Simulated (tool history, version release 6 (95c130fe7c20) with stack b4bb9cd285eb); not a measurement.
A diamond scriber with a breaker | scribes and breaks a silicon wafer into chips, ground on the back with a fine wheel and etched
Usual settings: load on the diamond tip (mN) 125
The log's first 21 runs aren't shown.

| run | day | load on the diamond tip (mN) | wafers since the last listed run | hours since the diamond tip was replaced | hours since the load on the tip was calibrated | incoming depth of the damage left on the back of the incoming wafer, um | depth of the median crack under the scribed line (nm) | chips rejected at inspection after the break (%) |
|---|---|---|---|---|---|---|---|---|
| 22 | 77.096 | 156 | 126 | 212.2 | 457.5 | 0.38 | 17290 | 14.27 |
| 23 | 81.058 | 117 | 133 | 307.3 | 552.6 | 0.74 | 14280 | 2.23 |
| 24 | 83.412 | 106 | 79 | 363.8 | 609.1 | 0.57 | 13620 | 2.15 |
|  | 83.750 | load on the tip recalibrated |
| 25 | 86.883 | 152 | 113 | 447.1 | 75.2 | 0.52 | 15830 | 6.83 |
| 26 | 89.654 | 135 | 93 | 513.6 | 141.7 | 0.65 | 14760 | 2.62 |
| 27 | 93.558 | 98 | 131 | 607.3 | 235.4 | 0.54 | 11380 | 9.24 |
| 28 | 96.217 | 90 | 89 | 671.1 | 299.2 | 0.44 | 10700 | 15.42 |
| 29 | 99.238 | 94 | 101 | 743.6 | 371.7 | 0.47 | 11470 | 10.38 |
| 30 | 103.371 | 125 | 138 | 842.8 | 470.9 | 0.48 | 14350 | 2.85 |
| 31 | 106.879 | 125 | 117 | 927.0 | 555.1 | 0.79 | 15450 | 3.83 |
| 32 | 108.575 | 125 | 56 | 967.7 | 595.8 | 0.59 | 15130 | 4.41 |
|  | 109.233 | load on the tip recalibrated |
| 33 | 112.112 | 139 | 115 | 1052.6 | 69.1 | 0.67 | 15410 | 4.22 |
|  | 114.662 | diamond tip replaced by a new one |
| 34 | 115.892 | 96 | 124 | 29.5 | 159.8 | 0.43 | 11390 | 10.00 |
| 35 | 118.188 | 155 | 77 | 84.6 | 214.9 | 0.71 | 17000 | 11.84 |
| 36 | 120.971 | 144 | 93 | 151.4 | 281.7 | 0.75 | 16020 | 7.76 |
| 37 | 123.392 | 87 | 81 | 209.5 | 339.8 | 0.58 | 10740 | 15.41 |

4 ways to go on from here, each from the tool as it stands after run 37. What would each give?
| A | 123.421 | 125 | 0 | 210.2 | 340.5 | 0.63 | ? | ? |
| B | 123.421 | 163 | 0 | 210.2 | 340.5 | 0.63 | ? | ? |
| C | 123.421 | 95 | 0 | 210.2 | 340.5 | 0.63 | ? | ? |
| D | 123.421 | 99 | 0 | 210.2 | 340.5 | 0.63 | ? | ? |

| run | depth of the median crack under the scribed line (nm) | chips rejected at inspection after the break (%) |
|---|---|---|
| A | 14400 | 2.45 |
| B | 17660 | 15.54 |
| C | 11540 | 7.53 |
| D | 11940 | 5.42 |
Without the tool's hidden state the same runs would have given:
| run | depth of the median crack under the scribed line (nm) | chips rejected at inspection after the break (%) |
|---|---|---|
| A | 13610 | 1.75 |
| B | 16690 | 10.46 |
| C | 10910 | 11.92 |
| D | 11290 | 9.15 |

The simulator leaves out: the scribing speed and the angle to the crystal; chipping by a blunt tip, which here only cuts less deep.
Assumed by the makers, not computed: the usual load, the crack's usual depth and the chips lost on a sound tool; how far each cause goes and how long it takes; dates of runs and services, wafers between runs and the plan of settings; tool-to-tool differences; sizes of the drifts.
